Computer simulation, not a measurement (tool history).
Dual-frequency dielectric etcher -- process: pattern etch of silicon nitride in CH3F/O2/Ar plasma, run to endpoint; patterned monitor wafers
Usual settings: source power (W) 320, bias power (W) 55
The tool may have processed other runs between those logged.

| run | hour | source power (W) | bias power (W) | incoming incoming film thickness, nm | endpoint time (s) |
|---|---|---|---|---|---|
| 1 | 0 | 320 | 48 | 47.12 | 95 |
| 2 | 22.8 | 320 | 48 | 46.56 | 93.9 |
| 3 | 57.4 | 320 | 55 | 46.8 | 91.9 |
| 4 | 84.6 | 320 | 55 | 47.47 | 93.2 |
| 5 | 108.1 | 320 | 55 | 47.28 | 93.2 |
| 6 | 142.4 | 270 | 55 | 46.61 | 97.3 |
| 7 | 167.7 | 270 | 55 | 46.76 | 98.3 |
| 8 | 200.8 | 270 | 55 | 46.95 | 98.9 |
| 9 | 219.2 | 320 | 55 | 46.69 | 92.8 |
| 10 | 237.5 | 320 | 55 | 46.91 | 93.1 |
| 11 | 262.1 | 320 | 55 | 47.43 | 94.4 |
| 12 | 285.3 | 320 | 64 | 46.68 | 90.6 |
| 13 | 313.8 | 320 | 64 | 47.07 | 91.4 |
|  | 322.7 | source power generator calibrated |
| 14 | 328.4 | 320 | 62 | 47.17 | 91.3 |
|  | 353.4 | upper electrode replaced |
| 15 | 353.9 | 320 | 62 | 47.11 | 91.5 |
| 16 | 380 | 250 | 65 | 47.45 | 100 |
| 17 | 405.4 | 320 | 67 | 47.07 | 90.9 |
|  | 463.3 | wet clean of the chamber |
| 18 | 463.8 | 260 | 47 | 47.3 | 99.3 |
| 19 | 465.3 | 390 | 50 | 46.83 | 83.8 |
| 20 | 478.4 | 320 | 55 | 47.09 | 89.4 |
| 21 | 493.8 | 320 | 55 | 47.22 | 89.6 |
| 22 | 508.1 | 320 | 55 | 46.66 | 88.6 |
| 23 | 523.1 | 300 | 63 | 46.73 | 87.4 |
| 24 | 551.1 | 320 | 55 | 47.13 | 89.2 |
| 25 | 565.7 | 280 | 43 | 47.15 | 100.3 |
|  | 582.1 | bias power generator calibrated |
| 26 | 590.3 | 390 | 60 | 47.45 | 82.3 |
| 27 | 616.6 | 250 | 67 | 46.43 | 92 |
| 28 | 644.3 | 320 | 55 | 47.13 | 90.3 |
| 29 | 660.5 | 320 | 55 | 46.77 | 89.7 |
| 30 | 685.1 | 390 | 49 | 46.82 | 86.6 |
| 31 | 713.7 | 280 | 55 | 46.57 | 94.8 |
| 32 | 737 | 320 | 43 | 46.72 | 95.2 |
| 33 | 755.1 | 350 | 62 | 47.31 | 86.6 |
| 34 | 790.1 | 320 | 68 | 46.74 | 85.9 |
| 35 | 809.4 | 370 | 46 | 46.87 | 89.5 |
| 36 | 824.5 | 400 | 59 | 46.76 | 83 |

What was the tool's hidden state at every run in the log?
source power that arrives over what is set, %: 0 across all the runs
bias power that arrives over what is set, %: 0 across all the runs
H1: etch rate over this chamber's usual, %
| run | H1 |
|---|---|
| 1 | -2.03 |
| 2 | -2.21 |
| 3 | -2.48 |
| 4 | -2.69 |
| 5 | -2.88 |
| 6 | -3.15 |
| 7 | -3.35 |
| 8 | -3.61 |
| 9 | -3.75 |
| 10 | -3.9 |
| 11 | -4.09 |
| 12 | -4.27 |
| 13 | -4.5 |
| 14 | -4.61 |
| 15 | -4.82 |
| 16 | -5.02 |
| 17 | -5.22 |
| 18 | 1.06 |
| 19 | 1.05 |
| 20 | 0.943 |
| 21 | 0.822 |
| 22 | 0.71 |
| 23 | 0.592 |
| 24 | 0.371 |
| 25 | 0.256 |
| 26 | 0.0624 |
| 27 | -0.145 |
| 28 | -0.363 |
| 29 | -0.49 |
| 30 | -0.684 |
| 31 | -0.909 |
| 32 | -1.09 |
| 33 | -1.24 |
| 34 | -1.51 |
| 35 | -1.66 |
| 36 | -1.78 |

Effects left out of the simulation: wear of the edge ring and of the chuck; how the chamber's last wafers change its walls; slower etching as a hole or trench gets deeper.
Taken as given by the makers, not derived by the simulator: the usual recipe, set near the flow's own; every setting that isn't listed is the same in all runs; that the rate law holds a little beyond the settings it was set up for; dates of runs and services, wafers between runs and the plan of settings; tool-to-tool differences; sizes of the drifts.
